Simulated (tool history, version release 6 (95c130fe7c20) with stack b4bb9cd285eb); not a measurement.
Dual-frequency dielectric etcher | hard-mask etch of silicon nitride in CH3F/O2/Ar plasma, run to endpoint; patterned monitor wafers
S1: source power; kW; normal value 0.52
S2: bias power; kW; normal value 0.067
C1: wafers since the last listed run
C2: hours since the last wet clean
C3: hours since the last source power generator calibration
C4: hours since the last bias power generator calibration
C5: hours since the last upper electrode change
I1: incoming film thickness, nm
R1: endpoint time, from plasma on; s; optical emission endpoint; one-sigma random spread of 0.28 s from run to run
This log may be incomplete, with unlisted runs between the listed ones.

run    hour    S1     S2    C1     C2      C3      C4      C5     I1    R1
  1       0  0.52  0.067     0   12.7  1397.3  1349.7  3646.7  37.41  46.8
  2    56.8  0.52  0.067   418   69.5  1454.1  1406.5  3703.5  37.74  46.8
  3   109.8  0.52  0.067   390  122.5  1507.1  1459.5  3756.5  37.48  47.3
  4   152.9  0.52  0.067   317  165.6  1550.2  1502.6  3799.6  37.69  47.6
  5   188.6  0.52  0.067   262  201.3  1585.9  1538.3  3835.3  37.06  46.9
  6   220.2  0.52  0.067   232  232.9  1617.5  1569.9  3866.9  37.65  47.2
      391.5  -- wet clean of the chamber
  7   428.6  0.52  0.067  1357   37.1  1825.9  1778.3  4075.3  37.63  47.1
  8   484.9  0.52  0.067   414   93.4  1882.2  1834.6  4131.6  37.01  46.8
  9     526  0.52  0.067   302  134.5  1923.3  1875.7  4172.7  37.24  46.8
 10     594  0.52  0.073   500  202.5  1991.3  1943.7  4240.7  37.45  45.7
 11   628.5  0.52  0.073   254    237  2025.8  1978.2  4275.2  37.31  46.2
 12     674  0.52  0.073   335  282.5  2071.3  2023.7  4320.7   37.3  45.8
      725.1  -- wet clean of the chamber
 13   725.6  0.52  0.078   203    0.5  2122.9  2075.3  4372.3  37.16  43.9
      778.1  -- upper electrode replaced
 14   778.6  0.52  0.074   213   53.5  2175.9  2128.3     0.5  37.71  45.7
      811.3  -- source power generator calibrated
 15   811.8  0.52  0.074   215   86.7     0.5  2161.5    33.7  37.78  45.6
 16     846  0.61  0.054   251  120.9    34.7  2195.7    67.9  37.32  46.3
 17   897.3  0.52  0.053   377  172.2      86    2247   119.2   37.5  50.7
 18     927  0.52  0.067   218  201.9   115.7  2276.7   148.9  37.06    47
 19     979  0.59  0.058   382  253.9   167.7  2328.7   200.9  37.39  46.7
     1144.1  -- wet clean of the chamber
 20    1151  0.64  0.067  1089    6.9   339.7  2500.7   372.9  37.54  43.2
 21  1196.6  0.63  0.077   335   52.5   385.3  2546.3   418.5  37.55  41.3
 22  1243.7  0.59  0.058   346   99.6   432.4  2593.4   465.6   37.4  46.3
 23  1273.8  0.52  0.078   221  129.7   462.5  2623.5   495.7   37.1  44.3
     1283.7  -- bias power generator calibrated
 24    1299  0.56  0.082   156  154.9   487.7    15.3   520.9  37.44  42.5
 25  1353.1  0.62  0.062   398    209   541.8    69.4     575  37.49  45.2
 26  1397.4  0.39  0.077   326  253.3   586.1   113.7   619.3  37.34  51.5
 27  1430.8  0.42  0.073   245  286.7   619.5   147.1   652.7   37.3  50.5
 28  1489.7  0.52  0.058   433  345.6   678.4     206   711.6  37.49  49.8
 29  1518.5  0.44  0.075   212  374.4   707.2   234.8   740.4  37.79  50.2
     1546.9  -- wet clean of the chamber
 30  1586.5  0.64  0.052   323   39.6   775.2   302.8   808.4  37.61  46.7
 31  1621.6  0.47  0.055   258   74.7   810.3   337.9   843.5  37.55  52.6

Below, some changes in R1 between adjacent runs. For each, the amount present without the hidden state too (settings, incoming material, random variation) and the amount remaining for the hidden state with gauge scatter not shared by both compared results:
What the log doesn't record here: etch rate over this chamber's usual, %; source power that arrives over what is set, %; bias power that arrives over what is set, %.
Run 6 -> 7: wet clean of the chamber. R1 -0.1 s: hidden state -0.6, all else +0.5.
Run 12 -> 13: S2 0.073 -> 0.078, wet clean of the chamber. R1 -1.9 s: hidden state -1, all else -0.9.
Run 21 -> 22: S1 0.63 -> 0.59, S2 0.077 -> 0.058. R1 +5 s: hidden state +0.2, all else +4.8.
Run 25 -> 26: S1 0.62 -> 0.39, S2 0.062 -> 0.077. R1 +6.3 s: hidden state +0.2, all else +6.1.
Run 29 -> 30: S1 0.44 -> 0.64, S2 0.075 -> 0.052, wet clean of the chamber. R1 -3.5 s: hidden state -0.9, all else -2.6.
Run 30 -> 31: S1 0.64 -> 0.47, S2 0.052 -> 0.055. R1 +5.9 s: hidden state +0.2, all else +5.7.
